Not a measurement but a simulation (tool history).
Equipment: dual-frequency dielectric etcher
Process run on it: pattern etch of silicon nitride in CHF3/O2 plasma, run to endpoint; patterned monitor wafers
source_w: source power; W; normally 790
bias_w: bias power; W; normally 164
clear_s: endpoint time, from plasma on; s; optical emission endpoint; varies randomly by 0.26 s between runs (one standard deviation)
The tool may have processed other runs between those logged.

run,hour,source_w,bias_w,"incoming incoming film thickness, nm",clear_s
1,0,650,180,110.1,78.9
2,42.9,790,164,110.7,71.7
3,111.4,790,164,110.7,71.7
4,144.5,790,164,109.7,71.4
5,205.7,790,164,109.6,71
6,244.3,790,164,109,70.3
# hour 263.3: bias power generator calibrated
# hour 280.2: wet clean of the chamber
# hour 311.5: upper electrode replaced
7,312,790,164,111.5,71.9
8,342.8,790,164,109.7,70.8
9,385.7,920,202,112.4,62.7
10,427.4,650,180,110.3,79.5
# hour 431.6: source power generator calibrated
11,478.5,790,164,111.3,71.9
12,548.9,600,164,110.2,85.9
13,601.6,610,178,109.6,82.9
14,656.8,640,164,110,81.5
# hour 706.2: wet clean of the chamber
15,728.2,900,135,109.3,68.3
16,795.6,920,198,110,62.2
17,856.6,630,136,109.5,86.3

4 ways to go on from here, each from the tool as it stands after run 17. What would each give?
A,857,680,164,110.1,?
B,857,900,140,110.1,?
C,857,790,129,110.1,?
D,857,620,197,110.1,?

run,clear_s
A,78
B,67.9
C,74.9
D,79.3
Had the tool no hidden state, the same runs would have come out as:
run,clear_s
A,78
B,67.9
C,74.9
D,79.3
